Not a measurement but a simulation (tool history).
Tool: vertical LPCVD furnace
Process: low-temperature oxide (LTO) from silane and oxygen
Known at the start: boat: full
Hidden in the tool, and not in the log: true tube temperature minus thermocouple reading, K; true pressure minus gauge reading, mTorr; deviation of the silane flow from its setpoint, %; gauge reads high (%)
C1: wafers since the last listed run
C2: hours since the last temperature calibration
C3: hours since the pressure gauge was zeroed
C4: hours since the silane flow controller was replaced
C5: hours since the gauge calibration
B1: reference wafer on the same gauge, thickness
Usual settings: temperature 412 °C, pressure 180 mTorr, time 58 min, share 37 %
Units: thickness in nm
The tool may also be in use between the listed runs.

{"run": 1, "hour": 0.0, "temperature": 412, "pressure": 180, "time": 58, "share": 37, "C1": 0, "C2": 2037.9, "C3": 3224.2, "C4": 3353.1, "C5": 89.8, "B1": 415.44, "thickness": 477.46}
{"run": 2, "hour": 22.0, "temperature": 412, "pressure": 180, "time": 58, "share": 37, "C1": 284, "C2": 2059.9, "C3": 3246.2, "C4": 3375.1, "C5": 111.8, "B1": 415.48, "thickness": 480.22}
{"run": 3, "hour": 110.2, "temperature": 412, "pressure": 180, "time": 58, "share": 37, "C1": 1140, "C2": 2148.1, "C3": 3334.4, "C4": 3463.3, "C5": 200, "B1": 414.41, "thickness": 475.04}
{"run": 4, "hour": 132.4, "temperature": 418, "pressure": 180, "time": 58, "share": 37, "C1": 287, "C2": 2170.3, "C3": 3356.6, "C4": 3485.5, "C5": 222.2, "B1": 413.49, "thickness": 506.97}
{"hour": 147.5, "done": "gauge calibrated"}
{"hour": 160.1, "done": "silane flow controller replaced"}
{"run": 5, "hour": 160.6, "temperature": 412, "pressure": 180, "time": 58, "share": 37, "C1": 54, "C2": 2198.5, "C3": 3384.8, "C4": 0.5, "C5": 13.1, "B1": 416.25, "thickness": 480.51}
{"run": 6, "hour": 182.7, "temperature": 412, "pressure": 180, "time": 58, "share": 37, "C1": 285, "C2": 2220.6, "C3": 3406.9, "C4": 22.6, "C5": 35.2, "B1": 416.1, "thickness": 479.15}
{"run": 7, "hour": 196.6, "temperature": 412, "pressure": 180, "time": 58, "share": 37, "C1": 179, "C2": 2234.5, "C3": 3420.8, "C4": 36.5, "C5": 49.1, "B1": 415.99, "thickness": 478.97}
{"run": 8, "hour": 217.1, "temperature": 412, "pressure": 180, "time": 58, "share": 37, "C1": 265, "C2": 2255, "C3": 3441.3, "C4": 57, "C5": 69.6, "B1": 416.01, "thickness": 478.39}

The next listed run, before its measurement:
{"run": 9, "hour": 229.2, "temperature": 412, "pressure": 180, "time": 58, "share": 37, "C1": 156, "C2": 2267.1, "C3": 3453.4, "C4": 69.1, "C5": 81.7, "B1": "?", "thickness": "?"}

{"run 9": {"B1": 415.45, "thickness": 476.68}}
Without the tool's hidden state the same run would have given thickness 478.38 nm.
